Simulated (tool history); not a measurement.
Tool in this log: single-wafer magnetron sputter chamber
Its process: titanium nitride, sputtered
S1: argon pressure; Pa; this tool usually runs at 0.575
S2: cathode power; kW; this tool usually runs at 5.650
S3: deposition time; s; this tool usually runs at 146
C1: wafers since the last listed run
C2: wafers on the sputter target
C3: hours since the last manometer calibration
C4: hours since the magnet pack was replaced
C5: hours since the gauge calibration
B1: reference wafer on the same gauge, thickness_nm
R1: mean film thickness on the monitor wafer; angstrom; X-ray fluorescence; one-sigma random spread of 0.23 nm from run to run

{"run": 1, "day": 0.0, "S1": 0.575, "S2": 5.65, "S3": 146, "C1": 0, "C2": 3437, "C3": 1520.6, "C4": 8896.5, "C5": 23.3, "B1": 169.02, "R1": 1520.81}
{"run": 2, "day": 1.271, "S1": 0.575, "S2": 5.3, "S3": 156, "C1": 318, "C2": 3755, "C3": 1551.1, "C4": 8927.0, "C5": 53.8, "B1": 169.011, "R1": 1524.99}
{"run": 3, "day": 1.754, "S1": 0.575, "S2": 5.3, "S3": 156, "C1": 121, "C2": 3876, "C3": 1562.7, "C4": 8938.6, "C5": 65.4, "B1": 168.971, "R1": 1524.95}
{"day": 2.379, "done": "capacitance manometer re-zeroed and calibrated"}
{"run": 4, "day": 2.4, "S1": 0.503, "S2": 5.65, "S3": 146, "C1": 78, "C2": 3954, "C3": 0.5, "C4": 8954.1, "C5": 80.9, "B1": 168.999, "R1": 1558.7}
{"run": 5, "day": 2.65, "S1": 0.503, "S2": 5.65, "S3": 146, "C1": 62, "C2": 4017, "C3": 6.5, "C4": 8960.1, "C5": 86.9, "B1": 168.978, "R1": 1559.61}
{"run": 6, "day": 3.125, "S1": 0.503, "S2": 5.65, "S3": 146, "C1": 118, "C2": 4136, "C3": 17.9, "C4": 8971.5, "C5": 98.3, "B1": 168.982, "R1": 1558.1}
{"run": 7, "day": 3.642, "S1": 0.575, "S2": 6.6, "S3": 155, "C1": 129, "C2": 4265, "C3": 30.3, "C4": 8983.9, "C5": 110.7, "B1": 169.023, "R1": 1857.83}
{"run": 8, "day": 3.925, "S1": 0.575, "S2": 6.6, "S3": 155, "C1": 70, "C2": 4336, "C3": 37.1, "C4": 8990.7, "C5": 117.5, "B1": 169.001, "R1": 1861.88}
{"run": 9, "day": 4.262, "S1": 0.708, "S2": 5.65, "S3": 133, "C1": 84, "C2": 4421, "C3": 45.2, "C4": 8998.8, "C5": 125.6, "B1": 169.067, "R1": 1303.83}
{"day": 4.65, "done": "gauge calibrated"}
{"day": 4.696, "done": "magnet pack replaced"}
{"run": 10, "day": 4.717, "S1": 0.575, "S2": 6.95, "S3": 146, "C1": 30, "C2": 4451, "C3": 56.1, "C4": 0.5, "C5": 1.6, "B1": 169.02, "R1": 1833.33}
{"run": 11, "day": 5.196, "S1": 0.575, "S2": 6.15, "S3": 135, "C1": 119, "C2": 4571, "C3": 67.6, "C4": 12.0, "C5": 13.1, "B1": 169.04, "R1": 1512.55}
{"day": 5.821, "done": "sputter target and shields replaced"}
{"run": 12, "day": 5.946, "S1": 0.575, "S2": 4.45, "S3": 146, "C1": 104, "C2": 31, "C3": 85.6, "C4": 30.0, "C5": 31.1, "B1": 169.005, "R1": 1245.3}
{"run": 13, "day": 6.425, "S1": 0.383, "S2": 6.25, "S3": 166, "C1": 119, "C2": 151, "C3": 97.1, "C4": 41.5, "C5": 42.6, "B1": 168.955, "R1": 2108.77}
{"run": 14, "day": 7.138, "S1": 0.762, "S2": 7.0, "S3": 146, "C1": 178, "C2": 329, "C3": 114.2, "C4": 58.6, "C5": 59.7, "B1": 169.008, "R1": 1767.91}
{"run": 15, "day": 7.492, "S1": 0.358, "S2": 6.3, "S3": 129, "C1": 88, "C2": 418, "C3": 122.7, "C4": 67.1, "C5": 68.2, "B1": 169.019, "R1": 1659.07}
{"run": 16, "day": 7.85, "S1": 0.575, "S2": 5.65, "S3": 146, "C1": 89, "C2": 507, "C3": 131.3, "C4": 75.7, "C5": 76.8, "B1": 169.059, "R1": 1552.14}

4 ways to go on from here, each from the tool as it stands after run 16. What would each give?
{"run": "A", "day": 7.867, "S1": 0.575, "S2": 5.65, "S3": 168, "C1": 4, "C2": 512, "C3": 131.7, "C4": 76.1, "C5": 77.2, "B1": "?", "R1": "?"}
{"run": "B", "day": 7.867, "S1": 0.697, "S2": 4.95, "S3": 146, "C1": 4, "C2": 512, "C3": 131.7, "C4": 76.1, "C5": 77.2, "B1": "?", "R1": "?"}
{"run": "C", "day": 7.867, "S1": 0.515, "S2": 5.65, "S3": 169, "C1": 4, "C2": 512, "C3": 131.7, "C4": 76.1, "C5": 77.2, "B1": "?", "R1": "?"}
{"run": "D", "day": 7.867, "S1": 0.451, "S2": 5.15, "S3": 137, "C1": 4, "C2": 512, "C3": 131.7, "C4": 76.1, "C5": 77.2, "B1": "?", "R1": "?"}

run=A B1=168.930 R1=1785.30
run=B B1=168.930 R1=1303.29
run=C B1=168.930 R1=1840.87
run=D B1=168.930 R1=1404.14
The same runs, with their run-to-run variation unchanged, on a tool lacking any hidden condition would have given:
run=A R1=1802.16
run=B R1=1315.61
run=C R1=1858.26
run=D R1=1417.40
